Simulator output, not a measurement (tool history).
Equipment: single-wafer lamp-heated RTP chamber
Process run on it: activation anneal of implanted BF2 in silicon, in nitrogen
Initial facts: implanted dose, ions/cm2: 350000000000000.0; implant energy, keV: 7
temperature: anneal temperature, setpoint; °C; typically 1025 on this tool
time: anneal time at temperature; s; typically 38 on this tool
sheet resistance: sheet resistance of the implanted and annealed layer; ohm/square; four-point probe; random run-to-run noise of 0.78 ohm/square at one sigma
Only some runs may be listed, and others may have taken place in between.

run    hour  temperature  time  read-back reference wafer on the same gauge, sheet resistance  sheet resistance
  1       0         1025    38                                                         369.81            365.18
  2    49.3         1025    38                                                          369.9            365.26
  3    73.8         1025    50                                                         369.95            354.32
  4   125.8         1025    38                                                         369.81            362.31
      159.8  -- reflector plate cleaned
  5     171         1025    38                                                         370.17            360.72
  6   240.1         1025    38                                                         370.07            361.11
  7   306.6         1046    38                                                         370.09            337.59
  8   341.4         1025    38                                                          370.2            358.55
      366.9  -- pyrometer window cleaned and pyrometer calibrated
  9   391.4         1025    38                                                         370.19            366.37
 10   549.3         1025    38                                                         369.82            363.74
 11   590.2         1025    38                                                         370.08             362.5
 12   621.1         1025    38                                                         370.37            362.98
 13   652.6          996    30                                                         369.94            405.06
 14     701         1013    24                                                         370.16            390.42
 15   738.8         1046    38                                                         370.14            338.58
      751.3  -- reflector plate cleaned
 16   781.2          995    23                                                         370.12            414.99
      907.7  -- pyrometer window cleaned and pyrometer calibrated
 17   994.5         1039    57                                                         369.91            334.81
 18  1064.5         1025    38                                                         370.25            364.26
     1074.2  -- gauge calibrated
 19  1128.7         1025    28                                                         369.94            372.44
 20  1172.8         1003    25                                                         369.98            404.53
 21  1226.1         1051    16                                                          369.9            361.73
 22  1273.5         1038    18                                                         370.26            370.26
     1317.1  -- reflector plate cleaned
 23  1325.5         1000    48                                                         370.05            382.96
 24  1353.7         1025    38                                                         370.05            360.21
 25  1408.1         1025    38                                                         369.94            360.23
 26  1475.3         1012    38                                                            370            375.29
     1534.2  -- pyrometer window cleaned and pyrometer calibrated
 27  1623.5         1052    19                                                         369.73            358.34
 28  1749.2         1025    38                                                         370.02            363.77
 29  1794.5         1004    24                                                         370.02            404.35
 30  1843.3         1054    45                                                         369.83            329.75
     1888.7  -- reflector plate cleaned
 31  1889.2         1007    30                                                         369.79            392.55
 32  1909.3         1005    50                                                         369.84            376.52
 33  1950.5         1051    38                                                         369.84            334.83
 34  2013.2         1001    29                                                         369.93            398.95
 35  2072.7         1038    38                                                         369.87            343.77
       2125  -- pyrometer window cleaned and pyrometer calibrated
 36  2245.6         1040    30                                                         370.18            354.64

Alternative continuations, all from the tool just after run 36; predict every row:
  A  2246         1025    38                                                              ?                 ?
  B  2246         1015    19                                                              ?                 ?
  C  2246         1035    20                                                              ?                 ?
  D  2246         1025    45                                                              ?                 ?

run  read-back reference wafer on the same gauge, sheet resistance  sheet resistance
  A                                                         370.27            364.52
  B                                                         370.27            398.78
  C                                                         370.27            373.39
  D                                                         370.27            358.51
Without the tool's hidden state the same runs would have given:
run  sheet resistance
  A            366.44
  B            400.61
  C            375.12
  D            360.38
